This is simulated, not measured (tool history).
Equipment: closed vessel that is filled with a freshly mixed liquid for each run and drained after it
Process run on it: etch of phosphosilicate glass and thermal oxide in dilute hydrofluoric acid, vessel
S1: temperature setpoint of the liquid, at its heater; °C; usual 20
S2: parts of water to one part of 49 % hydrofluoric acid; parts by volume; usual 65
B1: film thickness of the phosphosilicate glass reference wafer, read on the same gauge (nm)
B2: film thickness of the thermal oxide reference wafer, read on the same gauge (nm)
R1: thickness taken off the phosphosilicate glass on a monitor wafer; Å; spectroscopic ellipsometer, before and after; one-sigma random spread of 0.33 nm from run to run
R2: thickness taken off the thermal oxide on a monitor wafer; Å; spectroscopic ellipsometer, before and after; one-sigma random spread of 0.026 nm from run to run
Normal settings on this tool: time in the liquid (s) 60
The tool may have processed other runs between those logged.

Run 1, hour 0: usual settings but S2 80 parts by volume, time in the liquid (s) 80; B1 50.01; B2 109.961. Result: R1 586.5 Å, R2 38.7 Å.
Run 2, hour 84.7: usual settings but S2 80 parts by volume, time in the liquid (s) 80; B1 50; B2 110.028. Result: R1 584.8 Å, R2 38.78 Å.
Run 3, hour 121.3: usual settings; B1 50; B2 110.027. Result: R1 543.5 Å, R2 35.72 Å.
Run 4, hour 158.9: usual settings; B1 50; B2 109.991. Result: R1 546.7 Å, R2 36.21 Å.
Run 5, hour 250.3: usual settings but S1 17 °C, time in the liquid (s) 75; B1 49.99; B2 110.022. Result: R1 603.7 Å, R2 39.89 Å.
Run 6, hour 357.4: usual settings but S1 22.5 °C, S2 55 parts by volume; B1 50.01; B2 109.986. Result: R1 725.6 Å, R2 47.82 Å.
Run 7, hour 441.9: usual settings; B1 49.99; B2 110.016. Result: R1 538.2 Å, R2 35.76 Å.
At hour 456.7: hydrofluoric acid flow meter replaced.
Run 8, hour 542.9: usual settings but S2 90 parts by volume; B1 50; B2 109.987. Result: R1 380.9 Å, R2 25.07 Å.
At hour 593.2: thermometer replaced.
Run 9, hour 643: usual settings but S1 18 °C, S2 55 parts by volume; B1 50.01; B2 109.984. Result: R1 597.9 Å, R2 39.49 Å.
Run 10, hour 716.4: usual settings; B1 50.02; B2 110.017. Result: R1 545.1 Å, R2 36.38 Å.
Run 11, hour 805.9: usual settings but S1 17 °C, S2 45 parts by volume, time in the liquid (s) 75; B1 50; B2 110.027. Result: R1 886.8 Å, R2 58.91 Å.
Run 12, hour 883.9: usual settings but S2 85 parts by volume, time in the liquid (s) 30; B1 50.01; B2 110.024. Result: R1 204.4 Å, R2 13.44 Å.
At hour 929.1: gauge calibrated.
Run 13, hour 986.4: usual settings but S1 18.5 °C, time in the liquid (s) 80; B1 49.99; B2 110.016. Result: R1 686 Å, R2 45.41 Å.
Run 14, hour 1034.9: usual settings but S1 25 °C, S2 85 parts by volume, time in the liquid (s) 30; B1 50.01; B2 109.966. Result: R1 249.9 Å, R2 16.46 Å.
Run 15, hour 1086.9: usual settings but S1 17 °C, time in the liquid (s) 70; B1 50.02; B2 110.013. Result: R1 560.6 Å, R2 37.22 Å.
At hour 1093.2: hydrofluoric acid flow meter replaced.
Run 16, hour 1140.2: usual settings but S1 17 °C, time in the liquid (s) 80; B1 50.03; B2 110.019. Result: R1 645.7 Å, R2 42.04 Å.
Run 17, hour 1185.9: usual settings but S1 17.5 °C, time in the liquid (s) 40; B1 50; B2 109.993. Result: R1 325.9 Å, R2 21.29 Å.
Run 18, hour 1243.7: usual settings but S2 55 parts by volume, time in the liquid (s) 90; B1 50.01; B2 110.02. Result: R1 971.9 Å, R2 64.54 Å.
Run 19, hour 1284.1: usual settings; B1 49.99; B2 109.999. Result: R1 540.5 Å, R2 36.13 Å.
Run 20, hour 1333.7: usual settings but S2 50 parts by volume; B1 50.01; B2 109.979. Result: R1 718.4 Å, R2 47.67 Å.

Expected results for the next run?
Run 21, hour 1409.3: usual settings; B1 ?; B2 ?. Result: R1 ?, R2 ?.

Run 21 produced B1 50.01, B2 109.979, R1 543.3 Å, R2 36.23 Å.
Minus the tool's unlogged condition, the same run would have read R1 543.3 Å, R2 36.23 Å.
